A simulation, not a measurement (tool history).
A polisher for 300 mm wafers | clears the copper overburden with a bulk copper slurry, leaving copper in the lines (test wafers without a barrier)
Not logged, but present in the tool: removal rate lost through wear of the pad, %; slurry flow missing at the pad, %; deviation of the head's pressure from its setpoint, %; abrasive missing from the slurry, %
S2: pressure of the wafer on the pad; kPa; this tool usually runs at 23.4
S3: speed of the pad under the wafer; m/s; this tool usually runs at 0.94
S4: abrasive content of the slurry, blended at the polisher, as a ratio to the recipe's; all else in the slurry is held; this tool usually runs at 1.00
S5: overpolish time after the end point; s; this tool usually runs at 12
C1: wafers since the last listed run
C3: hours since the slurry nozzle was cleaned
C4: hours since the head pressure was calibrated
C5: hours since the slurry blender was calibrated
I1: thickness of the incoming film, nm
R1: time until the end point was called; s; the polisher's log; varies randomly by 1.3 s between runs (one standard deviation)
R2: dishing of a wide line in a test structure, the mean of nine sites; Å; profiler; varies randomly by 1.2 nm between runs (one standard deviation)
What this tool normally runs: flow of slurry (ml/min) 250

{"run": 1, "hour": 0.0, "flow of slurry (ml/min)": 250, "S2": 23.4, "S3": 0.94, "S4": 1.0, "S5": 12, "C1": 0, "wafers polished on this pad": 198, "C3": 206.7, "C4": 624.6, "C5": 46.1, "I1": 970.3, "R1": 112.4, "R2": 647}
{"hour": 96.7, "done": "worn pad replaced by a new one"}
{"run": 2, "hour": 97.2, "flow of slurry (ml/min)": 250, "S2": 23.4, "S3": 0.94, "S4": 1.0, "S5": 12, "C1": 1029, "wafers polished on this pad": 5, "C3": 303.9, "C4": 721.8, "C5": 143.3, "I1": 965.5, "R1": 107.3, "R2": 645}
{"hour": 114.3, "done": "slurry blender recalibrated"}
{"run": 3, "hour": 123.8, "flow of slurry (ml/min)": 250, "S2": 23.4, "S3": 0.94, "S4": 1.0, "S5": 9, "C1": 271, "wafers polished on this pad": 277, "C3": 330.5, "C4": 748.4, "C5": 9.5, "I1": 948.6, "R1": 105.2, "R2": 523}
{"run": 4, "hour": 142.3, "flow of slurry (ml/min)": 250, "S2": 23.4, "S3": 0.94, "S4": 1.0, "S5": 9, "C1": 204, "wafers polished on this pad": 481, "C3": 349.0, "C4": 766.9, "C5": 28.0, "I1": 953.5, "R1": 108.4, "R2": 506}
{"run": 5, "hour": 159.8, "flow of slurry (ml/min)": 250, "S2": 23.4, "S3": 0.94, "S4": 1.0, "S5": 9, "C1": 193, "wafers polished on this pad": 674, "C3": 366.5, "C4": 784.4, "C5": 45.5, "I1": 977.6, "R1": 108.5, "R2": 517}
{"hour": 175.1, "done": "slurry nozzle cleaned"}
{"run": 6, "hour": 179.4, "flow of slurry (ml/min)": 250, "S2": 23.4, "S3": 0.94, "S4": 1.0, "S5": 12, "C1": 205, "wafers polished on this pad": 880, "C3": 4.3, "C4": 804.0, "C5": 65.1, "I1": 966.5, "R1": 106.8, "R2": 618}
{"hour": 209.0, "done": "worn pad replaced by a new one"}
{"run": 7, "hour": 210.2, "flow of slurry (ml/min)": 250, "S2": 23.4, "S3": 0.94, "S4": 1.0, "S5": 12, "C1": 295, "wafers polished on this pad": 13, "C3": 35.1, "C4": 834.8, "C5": 95.9, "I1": 959.0, "R1": 106.7, "R2": 653}
{"run": 8, "hour": 244.5, "flow of slurry (ml/min)": 250, "S2": 23.4, "S3": 0.94, "S4": 1.0, "S5": 12, "C1": 378, "wafers polished on this pad": 392, "C3": 69.4, "C4": 869.1, "C5": 130.2, "I1": 969.4, "R1": 110.7, "R2": 666}
{"run": 9, "hour": 276.2, "flow of slurry (ml/min)": 250, "S2": 23.4, "S3": 0.94, "S4": 1.0, "S5": 12, "C1": 350, "wafers polished on this pad": 742, "C3": 101.1, "C4": 900.8, "C5": 161.9, "I1": 980.9, "R1": 111.7, "R2": 638}
{"hour": 281.3, "done": "head pressure recalibrated"}
{"run": 10, "hour": 297.8, "flow of slurry (ml/min)": 250, "S2": 20.7, "S3": 0.94, "S4": 1.0, "S5": 12, "C1": 216, "wafers polished on this pad": 958, "C3": 122.7, "C4": 16.5, "C5": 183.5, "I1": 950.7, "R1": 121.1, "R2": 586}
{"hour": 304.8, "done": "slurry blender recalibrated"}
{"hour": 318.2, "done": "worn pad replaced by a new one"}
{"run": 11, "hour": 330.4, "flow of slurry (ml/min)": 185, "S2": 19.3, "S3": 0.94, "S4": 1.0, "S5": 9, "C1": 293, "wafers polished on this pad": 134, "C3": 155.3, "C4": 49.1, "C5": 25.6, "I1": 959.0, "R1": 137.1, "R2": 419}
{"run": 12, "hour": 342.9, "flow of slurry (ml/min)": 250, "S2": 23.4, "S3": 0.94, "S4": 1.0, "S5": 12, "C1": 138, "wafers polished on this pad": 273, "C3": 167.8, "C4": 61.6, "C5": 38.1, "I1": 959.6, "R1": 107.6, "R2": 645}
{"run": 13, "hour": 374.0, "flow of slurry (ml/min)": 335, "S2": 23.4, "S3": 0.94, "S4": 1.15, "S5": 12, "C1": 343, "wafers polished on this pad": 616, "C3": 198.9, "C4": 92.7, "C5": 69.2, "I1": 963.3, "R1": 103.0, "R2": 647}
{"run": 14, "hour": 408.0, "flow of slurry (ml/min)": 250, "S2": 29.6, "S3": 0.94, "S4": 1.0, "S5": 12, "C1": 375, "wafers polished on this pad": 991, "C3": 232.9, "C4": 126.7, "C5": 103.2, "I1": 965.8, "R1": 87.2, "R2": 795}
{"run": 15, "hour": 425.5, "flow of slurry (ml/min)": 250, "S2": 23.4, "S3": 0.86, "S4": 1.0, "S5": 12, "C1": 193, "wafers polished on this pad": 1185, "C3": 250.4, "C4": 144.2, "C5": 120.7, "I1": 961.6, "R1": 115.5, "R2": 595}
{"hour": 432.3, "done": "worn pad replaced by a new one"}
{"run": 16, "hour": 453.4, "flow of slurry (ml/min)": 250, "S2": 17.9, "S3": 0.8, "S4": 1.0, "S5": 12, "C1": 263, "wafers polished on this pad": 232, "C3": 278.3, "C4": 172.1, "C5": 148.6, "I1": 958.1, "R1": 165.4, "R2": 445}
{"run": 17, "hour": 487.4, "flow of slurry (ml/min)": 220, "S2": 23.4, "S3": 1.16, "S4": 1.15, "S5": 9, "C1": 375, "wafers polished on this pad": 608, "C3": 312.3, "C4": 206.1, "C5": 182.6, "I1": 949.4, "R1": 86.1, "R2": 610}
{"hour": 493.4, "done": "slurry blender recalibrated"}
{"run": 18, "hour": 506.9, "flow of slurry (ml/min)": 250, "S2": 26.2, "S3": 1.26, "S4": 0.85, "S5": 10, "C1": 193, "wafers polished on this pad": 801, "C3": 331.8, "C4": 225.6, "C5": 13.5, "I1": 975.2, "R1": 75.9, "R2": 741}

Here are 4 independent what-if runs from the current tool condition. What would each one return?
{"run": "A", "hour": 507.4, "flow of slurry (ml/min)": 250, "S2": 23.4, "S3": 0.78, "S4": 1.0, "S5": 12, "C1": 5, "wafers polished on this pad": 806, "C3": 332.3, "C4": 226.1, "C5": 14.0, "I1": 956.8, "R1": "?", "R2": "?"}
{"run": "B", "hour": 507.4, "flow of slurry (ml/min)": 205, "S2": 27.6, "S3": 0.76, "S4": 1.0, "S5": 8, "C1": 5, "wafers polished on this pad": 806, "C3": 332.3, "C4": 226.1, "C5": 14.0, "I1": 956.8, "R1": "?", "R2": "?"}
{"run": "C", "hour": 507.4, "flow of slurry (ml/min)": 300, "S2": 23.4, "S3": 1.2, "S4": 1.25, "S5": 17, "C1": 5, "wafers polished on this pad": 806, "C3": 332.3, "C4": 226.1, "C5": 14.0, "I1": 956.8, "R1": "?", "R2": "?"}
{"run": "D", "hour": 507.4, "flow of slurry (ml/min)": 250, "S2": 29.0, "S3": 0.94, "S4": 1.0, "S5": 12, "C1": 5, "wafers polished on this pad": 806, "C3": 332.3, "C4": 226.1, "C5": 14.0, "I1": 956.8, "R1": "?", "R2": "?"}

run=A R1=129.6 R2=568
run=B R1=116.0 R2=451
run=C R1=79.0 R2=1016
run=D R1=87.0 R2=784
Had the tool no hidden state, the same runs would have come out as:
run=A R1=129.6 R2=568
run=B R1=116.0 R2=451
run=C R1=79.0 R2=1016
run=D R1=87.0 R2=784
